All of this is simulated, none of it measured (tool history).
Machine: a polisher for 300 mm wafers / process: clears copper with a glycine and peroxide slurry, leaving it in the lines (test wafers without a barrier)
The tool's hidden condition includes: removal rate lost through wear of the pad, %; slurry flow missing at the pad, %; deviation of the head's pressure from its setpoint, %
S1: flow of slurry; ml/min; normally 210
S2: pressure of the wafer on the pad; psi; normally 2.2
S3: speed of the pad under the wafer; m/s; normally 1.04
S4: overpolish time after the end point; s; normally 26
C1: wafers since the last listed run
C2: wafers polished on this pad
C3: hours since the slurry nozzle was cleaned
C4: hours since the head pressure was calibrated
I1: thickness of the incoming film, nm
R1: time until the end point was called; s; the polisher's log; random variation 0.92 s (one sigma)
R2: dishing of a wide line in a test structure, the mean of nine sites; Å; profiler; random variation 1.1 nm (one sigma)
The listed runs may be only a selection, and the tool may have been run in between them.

run,hour,S1,S2,S3,S4,C1,C2,C3,C4,I1,R1,R2
1,0,210,2.2,0.8,26,0,629,359.3,118,466,102.2,628
2,26.2,210,2.2,0.8,26,261,890,385.5,144.2,465.9,102.8,623
3,36.7,210,2.2,1.04,26,104,995,396,154.7,466.9,87.5,683
4,53.3,210,2.2,1.04,26,165,1161,412.6,171.3,471.7,89.1,682
5,66.8,210,2.2,1.04,26,134,1296,426.1,184.8,471.6,90,674
# hour 81.4: worn pad replaced by a new one
6,87.5,210,2.2,1.04,18,166,61,446.8,205.5,459.5,91.8,540
7,94,210,2.2,1.04,18,64,126,453.3,212,464.6,91.6,531
8,104.7,210,2.2,1.04,18,106,233,464,222.7,472.5,93.2,523
9,117.1,210,2.2,1.04,26,123,357,476.4,235.1,471.7,94,670
10,131.5,210,2.6,1.04,26,143,500,490.8,249.5,475.7,85.5,691
# hour 147.4: worn pad replaced by a new one, repeated, since the last time left the tool worse
11,148.2,210,2.2,1.04,33,126,8,507.5,266.2,469.8,83.3,783
12,160.2,210,2.2,1.04,33,119,128,519.5,278.2,474.9,83,785
13,177.8,210,2.2,0.96,26,175,304,537.1,295.8,462.7,88.6,683
14,186.9,210,1.7,0.76,26,90,394,546.2,304.9,476.2,124.4,569
15,194.9,145,2.2,0.68,26,79,474,554.2,312.9,468.3,124.7,590
# hour 202.2: slurry nozzle cleaned
16,211.4,210,2.2,1.04,33,154,629,9.2,329.4,476.8,85.2,772
17,223.6,210,2.2,1.2,26,121,751,21.4,341.6,462.3,74.3,744
18,230.3,150,2.9,0.7,15,66,818,28.1,348.3,468.8,101.6,443
# hour 233.6: head pressure recalibrated
19,240.4,210,2.2,1.04,26,80,899,38.2,6.8,478.3,88.2,685
20,252.3,175,1.7,0.7,38,118,1018,50.1,18.7,475.3,138,675
21,259.2,210,2.2,1.04,26,68,1087,57,25.6,477.6,89.6,691
# hour 268.8: worn pad replaced by a new one
22,269.3,235,1.5,0.68,36,60,5,67.1,35.7,461.7,135.1,651
23,279.6,235,2.2,1.34,26,102,108,77.4,46,474.6,67.5,754
24,295.9,210,1.9,0.88,26,162,270,93.7,62.3,475.6,106.5,608
25,302.5,280,2.2,1.04,33,65,336,100.3,68.9,472,82.5,790
26,311.1,275,1.6,0.7,26,85,422,108.9,77.5,473.4,131.2,544

Below are 5 alternative next runs, each starting from the tool's condition after run 26. Predict each:
A,311.6,210,2.2,1.04,26,4,427,109.4,78,470.2,?,?
B,311.6,210,1.7,1.3,26,4,427,109.4,78,470.2,?,?
C,311.6,210,1.8,1.04,26,4,427,109.4,78,470.2,?,?
D,311.6,210,2.2,1.04,11,4,427,109.4,78,470.2,?,?
E,311.6,170,1.5,1.38,31,4,427,109.4,78,470.2,?,?

run,R1,R2
A,86,713
B,83.7,704
C,96.5,665
D,86,402
E,88.3,737
With the hidden condition removed and each run's random variation left untouched, the same runs would have given:
run,R1,R2
A,85,717
B,82.7,708
C,95.4,669
D,85,405
E,87.3,741
